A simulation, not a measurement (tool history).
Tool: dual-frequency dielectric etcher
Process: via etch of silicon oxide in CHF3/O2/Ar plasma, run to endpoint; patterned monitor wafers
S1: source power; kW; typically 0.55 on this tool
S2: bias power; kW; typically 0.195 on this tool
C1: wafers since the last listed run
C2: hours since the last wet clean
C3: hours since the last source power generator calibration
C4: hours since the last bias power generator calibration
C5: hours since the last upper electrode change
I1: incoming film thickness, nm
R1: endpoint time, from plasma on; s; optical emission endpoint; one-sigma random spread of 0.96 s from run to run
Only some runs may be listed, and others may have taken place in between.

run     day    S1     S2   C1     C2      C3      C4      C5     I1     R1
  1       0  0.55  0.195    0   28.3  4575.5  3257.5  3378.9  630.8  316.5
  2   1.488  0.55  0.195  216     64  4611.2  3293.2  3414.6  635.7  317.7
  3   2.925  0.55  0.195  209   98.5  4645.7  3327.7  3449.1  636.3  319.1
  4   4.154  0.55  0.195  179    128  4675.2  3357.2  3478.6  638.9  321.6
  5   5.425  0.55  0.195  185  158.5  4705.7  3387.7  3509.1  644.8  324.6
  6   6.921  0.52   0.16  217  194.4  4741.6  3423.6    3545  638.9  361.2
      8.312  -- bias power generator calibrated
  7   8.333  0.52   0.16  181  228.3  4775.5     0.5  3578.9    638  358.8
  8   8.838  0.52   0.16   73  240.4  4787.6    12.6    3591  641.5  362.3
  9   9.392  0.61  0.195   80  253.7  4800.9    25.9  3604.3    633  306.7
 10  10.025  0.61  0.195   92  268.9  4816.1    41.1  3619.5  635.4  308.2
 11  11.221  0.65  0.153  174  297.6  4844.8    69.8  3648.2  642.9  335.3
 12  12.104  0.64  0.221  128  318.8    4866      91  3669.4  631.7  285.7
 13  12.621  0.68   0.17   75  331.2  4878.4   103.4  3681.8  637.2  314.9
     13.033  -- source power generator calibrated
 14  13.642  0.48  0.182  124  355.7    14.6   127.9  3706.3  636.3  351.9
     14.888  -- upper electrode replaced
 15   14.95  0.68   0.17   44  387.1      46   159.3     1.5  640.2  315.8
 16  16.062  0.69  0.147  162  413.8    72.7     186    28.2  633.6  332.5
 17  17.483  0.59  0.167  206  447.9   106.8   220.1    62.3  639.9  338.9
     19.008  -- wet clean of the chamber
 18  20.479  0.55  0.195  290   35.3   178.7     292   134.2  638.2    319
 19   21.45  0.55  0.195  141   58.6     202   315.3   157.5  632.4  316.7
 20  22.033  0.46  0.195   84   72.6     216   329.3   171.5  633.7  343.3
 21  24.746  0.59  0.163  395  137.7   281.1   394.4   236.6  639.6  337.4

Below are 4 alternative next runs, each starting from the tool's condition after run 21. Predict each:
  A  24.767  0.55  0.195   3  138.2  281.6  394.9  237.1  637.8   ?
  B  24.767  0.45  0.163   3  138.2  281.6  394.9  237.1  637.8   ?
  C  24.767  0.41  0.173   3  138.2  281.6  394.9  237.1  637.8   ?
  D  24.767  0.55  0.157   3  138.2  281.6  394.9  237.1  637.8   ?

run     R1
  A  319.8
  B  377.9
  C  383.4
  D  352.1
What these runs would have given with no unlogged condition in the tool:
run     R1
  A  319.3
  B  377.4
  C  382.8
  D  351.5

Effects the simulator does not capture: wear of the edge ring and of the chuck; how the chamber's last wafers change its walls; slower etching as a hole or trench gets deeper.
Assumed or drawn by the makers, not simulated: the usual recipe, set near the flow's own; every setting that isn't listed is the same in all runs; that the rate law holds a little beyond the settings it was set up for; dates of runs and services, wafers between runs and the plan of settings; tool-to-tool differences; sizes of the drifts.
